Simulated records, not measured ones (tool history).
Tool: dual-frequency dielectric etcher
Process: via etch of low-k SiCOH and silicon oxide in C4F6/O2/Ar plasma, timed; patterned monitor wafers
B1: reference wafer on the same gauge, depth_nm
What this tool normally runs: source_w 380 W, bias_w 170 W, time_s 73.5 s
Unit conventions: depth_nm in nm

run 1 hour=0 | source_w=380 bias_w=170 time_s=73.5 | B1=198.4 | depth_nm=222.7
run 2 hour=72.7 | source_w=380 bias_w=170 time_s=73.5 | B1=197.5 | depth_nm=222.9
run 3 hour=115.6 | source_w=380 bias_w=170 time_s=73.5 | B1=198.1 | depth_nm=224.8
run 4 hour=219.9 | source_w=380 bias_w=170 time_s=73.5 | B1=198.1 | depth_nm=228.1
run 5 hour=308.1 | source_w=380 bias_w=170 time_s=73.5 | B1=197.9 | depth_nm=231.4
-- hour=342.6 wet clean of the chamber
run 6 hour=351.7 | source_w=380 bias_w=170 time_s=73.5 | B1=197.7 | depth_nm=220.8
run 7 hour=452.6 | source_w=380 bias_w=170 time_s=73.5 | B1=197.9 | depth_nm=220.5
run 8 hour=510.9 | source_w=380 bias_w=170 time_s=73.5 | B1=197.7 | depth_nm=226.7
run 9 hour=596.4 | source_w=380 bias_w=203 time_s=63.5 | B1=198.3 | depth_nm=204.6
run 10 hour=672.5 | source_w=380 bias_w=203 time_s=63.5 | B1=198.3 | depth_nm=208.9
run 11 hour=729.5 | source_w=380 bias_w=203 time_s=63.5 | B1=197.7 | depth_nm=209.7
-- hour=766.9 wet clean of the chamber
run 12 hour=823.2 | source_w=430 bias_w=149 time_s=73.5 | B1=198.2 | depth_nm=225.3
run 13 hour=860.7 | source_w=380 bias_w=170 time_s=81.5 | B1=197.8 | depth_nm=246.9
run 14 hour=951.4 | source_w=420 bias_w=200 time_s=67.5 | B1=197.9 | depth_nm=225.6
-- hour=1067.9 gauge calibrated
-- hour=1101.9 bias power generator calibrated
run 15 hour=1144.2 | source_w=380 bias_w=170 time_s=94 | B1=198 | depth_nm=296.1
-- hour=1193 wet clean of the chamber
run 16 hour=1193.5 | source_w=290 bias_w=147 time_s=73.5 | B1=198.2 | depth_nm=183.2
-- hour=1221.8 source power generator calibrated
run 17 hour=1271.1 | source_w=450 bias_w=170 time_s=73.5 | B1=198.3 | depth_nm=241.8
-- hour=1409.6 upper electrode replaced
run 18 hour=1506.5 | source_w=380 bias_w=170 time_s=73.5 | B1=197.9 | depth_nm=228.9
run 19 hour=1595.5 | source_w=430 bias_w=170 time_s=61.5 | B1=198 | depth_nm=205.6
-- hour=1667 wet clean of the chamber
run 20 hour=1667.5 | source_w=380 bias_w=170 time_s=73.5 | B1=198 | depth_nm=219.5
run 21 hour=1729.5 | source_w=380 bias_w=170 time_s=73.5 | B1=198.3 | depth_nm=220
run 22 hour=1798.2 | source_w=380 bias_w=170 time_s=73.5 | B1=197.9 | depth_nm=223
run 23 hour=1866.1 | source_w=380 bias_w=135 time_s=63.5 | B1=198.1 | depth_nm=183.8
run 24 hour=1947 | source_w=380 bias_w=135 time_s=63.5 | B1=198 | depth_nm=182.9
run 25 hour=1988.4 | source_w=410 bias_w=170 time_s=73.5 | B1=198.2 | depth_nm=236.6
run 26 hour=2064.3 | source_w=410 bias_w=155 time_s=84.5 | B1=198.4 | depth_nm=265.8
-- hour=2141.3 wet clean of the chamber
run 27 hour=2141.8 | source_w=310 bias_w=199 time_s=90.5 | B1=198.2 | depth_nm=255.1

Table of differences, measured result less the result of that run with no hidden state. Run-to-run variation is the same in both. Gauge scatter possibly is not:
Hidden state present: etch rate over this chamber's usual, %; source power that arrives over what is set, %; bias power that arrives over what is set, %; gauge reads high (%).
run=1 depth_nm=+2.4
run=2 depth_nm=+4.3
run=3 depth_nm=+5.6
run=4 depth_nm=+8.4
run=5 depth_nm=+10.9
run=6 depth_nm=-0.4
run=7 depth_nm=+2.2
run=8 depth_nm=+3.9
run=9 depth_nm=+5.6
run=10 depth_nm=+7.6
run=11 depth_nm=+9
run=12 depth_nm=+0.7
run=13 depth_nm=+1.9
run=14 depth_nm=+4.3
run=15 depth_nm=+12.2
run=16 depth_nm=+1
run=17 depth_nm=+3.5
run=18 depth_nm=+9.6
run=19 depth_nm=+10.7
run=20 depth_nm=-0.4
run=21 depth_nm=+1.2
run=22 depth_nm=+3.1
run=23 depth_nm=+4
run=24 depth_nm=+5.8
run=25 depth_nm=+8.6
run=26 depth_nm=+12
run=27 depth_nm=+0.1

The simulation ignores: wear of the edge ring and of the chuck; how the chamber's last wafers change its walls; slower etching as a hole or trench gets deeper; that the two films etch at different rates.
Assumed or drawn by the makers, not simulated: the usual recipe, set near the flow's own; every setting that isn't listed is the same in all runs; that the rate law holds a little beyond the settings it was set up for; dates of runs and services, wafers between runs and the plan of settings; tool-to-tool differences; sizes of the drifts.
